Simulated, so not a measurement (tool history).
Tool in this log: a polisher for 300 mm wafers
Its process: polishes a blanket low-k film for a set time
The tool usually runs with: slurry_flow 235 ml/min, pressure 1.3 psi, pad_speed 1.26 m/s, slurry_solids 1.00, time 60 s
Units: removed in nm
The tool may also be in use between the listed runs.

run     day  slurry_flow  pressure  pad_speed  slurry_solids  time  incoming thickness of the incoming film, nm  removed
  1   0.000          235       1.3       1.26           1.00    60                                        642.9     17.5
  2   3.929          235       1.3       1.26           1.00    65                                        642.2     18.6
      5.296  -- head pressure recalibrated
  3   7.996          235       1.3       1.26           1.00    65                                        635.0     17.9
  4  10.388          235       1.3       1.26           1.00    65                                        651.4     18.4
     13.629  -- worn pad replaced by a new one
  5  14.388          235       1.3       1.26           0.80    41                                        639.1     10.7
     17.704  -- conditioning disc replaced and pad reconditioned
  6  17.808          170       1.3       1.26           1.00    74                                        639.9     20.0
     19.500  -- slurry blender recalibrated
     19.629  -- slurry nozzle cleaned
  7  22.050          235       1.3       1.56           0.75    60                                        636.7     16.5
  8  26.492          235       1.3       1.26           1.00    60                                        646.7     17.5
  9  29.538          235       1.3       1.26           1.00    60                                        647.9     17.0
 10  32.792          235       1.0       1.26           1.00    60                                        638.3     13.6
     33.525  -- head pressure recalibrated
 11  35.988          235       1.1       0.92           1.10    41                                        634.0      9.2
 12  38.675          235       1.3       1.26           1.00    46                                        651.9     12.9
     40.762  -- worn pad replaced by a new one
 13  41.654          310       1.1       1.26           0.90    60                                        652.9     14.8
 14  45.871          265       1.7       1.58           1.00    60                                        638.5     25.6
     46.554  -- slurry blender recalibrated
     47.042  -- slurry nozzle cleaned
     47.646  -- conditioning disc replaced and pad reconditioned
 15  48.425          235       1.3       1.26           1.00    39                                        650.9     11.5
 16  52.658          235       1.3       1.26           1.00    60                                        637.4     17.5
 17  54.925          235       1.3       1.26           1.10    60                                        635.9     18.2
 18  58.062          195       0.9       1.46           0.90    60                                        644.0     12.6
 19  60.508          235       1.3       1.26           1.00    42                                        642.2     12.0
     61.396  -- head pressure recalibrated
 20  64.508          235       1.3       1.26           1.00    70                                        646.9     19.5
 21  68.729          275       1.1       1.46           1.00    39                                        647.4     10.0
     71.275  -- worn pad replaced by a new one
     71.921  -- slurry blender recalibrated
 22  72.729          190       1.3       1.62           1.30    60                                        635.5     22.1
 23  75.046          280       1.6       1.26           0.90    47                                        639.8     16.0
 24  78.688          235       1.3       1.26           1.00    60                                        640.2     17.3
     79.092  -- slurry nozzle cleaned
     79.446  -- conditioning disc replaced and pad reconditioned
 25  82.179          265       1.3       1.38           1.20    45                                        639.0     15.2
 26  84.458          235       1.1       1.26           1.00    60                                        631.0     15.0

Alternative continuations, all from the tool just after run 26; predict every row:
  A  84.475          235       1.3       1.26           1.00    60                                        646.9        ?
  B  84.475          235       0.8       1.26           1.00    60                                        646.9        ?
  C  84.475          290       1.3       1.26           1.00    60                                        646.9        ?

run  removed
  A     17.3
  B     11.4
  C     17.7
Without the tool's unlogged condition, the same runs would have read:
run  removed
  A     17.5
  B     11.6
  C     17.9

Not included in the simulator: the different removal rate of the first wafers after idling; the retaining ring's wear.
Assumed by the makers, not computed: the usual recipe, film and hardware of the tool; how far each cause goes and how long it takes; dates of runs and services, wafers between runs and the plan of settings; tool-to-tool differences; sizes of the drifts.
